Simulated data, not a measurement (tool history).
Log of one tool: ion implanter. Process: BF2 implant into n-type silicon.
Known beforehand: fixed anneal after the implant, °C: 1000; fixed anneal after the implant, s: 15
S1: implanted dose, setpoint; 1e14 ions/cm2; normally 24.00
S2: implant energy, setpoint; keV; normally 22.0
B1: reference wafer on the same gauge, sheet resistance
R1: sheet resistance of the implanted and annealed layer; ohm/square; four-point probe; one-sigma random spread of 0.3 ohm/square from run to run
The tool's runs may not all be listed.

run	day	S1	S2	B1	R1
1	0.000	19.45	24.5	161.87	149.07
2	2.733	19.45	24.5	162.03	149.26
3	7.108	19.45	24.5	161.93	148.73
4	11.021	24.00	22.0	162.12	154.31
5	24.233	24.00	22.0	161.96	155.55
6	28.233	24.00	22.0	162.06	154.88
7	30.621	24.00	22.0	162.07	155.31
8	32.517	24.00	22.0	161.99	155.30
9	34.979	24.00	22.0	161.88	155.41
10	39.471	22.46	22.0	162.02	156.02
11	43.725	17.94	18.0	162.08	175.49
# day 44.950: Faraday cup replaced and dose calibrated
# day 45.796: gauge calibrated
12	47.946	21.64	14.5	162.09	191.00
13	50.142	19.32	16.0	161.96	183.89
14	62.033	20.35	27.5	162.07	140.70
# day 62.842: extraction supply calibrated
15	66.242	24.00	22.0	162.07	152.75
16	69.004	27.89	28.5	161.92	132.75
17	72.379	28.45	24.5	162.08	142.86
18	73.971	29.53	25.0	162.01	140.92
19	75.808	29.51	27.0	162.00	135.19
20	78.712	24.00	28.0	161.88	135.06
21	83.133	17.94	18.0	162.03	173.42

Below, some changes in R1 between adjacent runs. For each, the amount present without the hidden state too (settings, incoming material, random variation) and the amount remaining for the hidden state with gauge scatter not shared by both compared results:
Unlogged tool condition in this case: deviation of the true dose from the Faraday cup's reading, %; deviation of the true energy from its setpoint, %; gauge reads high (%).
Run 4 -> 5: nothing adjusted, nothing logged. R1 +1.24 ohm/square: hidden state +0.26, all else +0.98.
Run 13 -> 14: S1 19.32 -> 20.35, S2 16.0 -> 27.5. R1 -43.19 ohm/square: hidden state -0.07, all else -43.12.
Run 14 -> 15: S1 20.35 -> 24.00, S2 27.5 -> 22.0, extraction supply calibrated. R1 +12.05 ohm/square: hidden state -3.23, all else +15.28.
Run 20 -> 21: S1 24.00 -> 17.94, S2 28.0 -> 18.0. R1 +38.36 ohm/square: hidden state +0.04, all else +38.32.
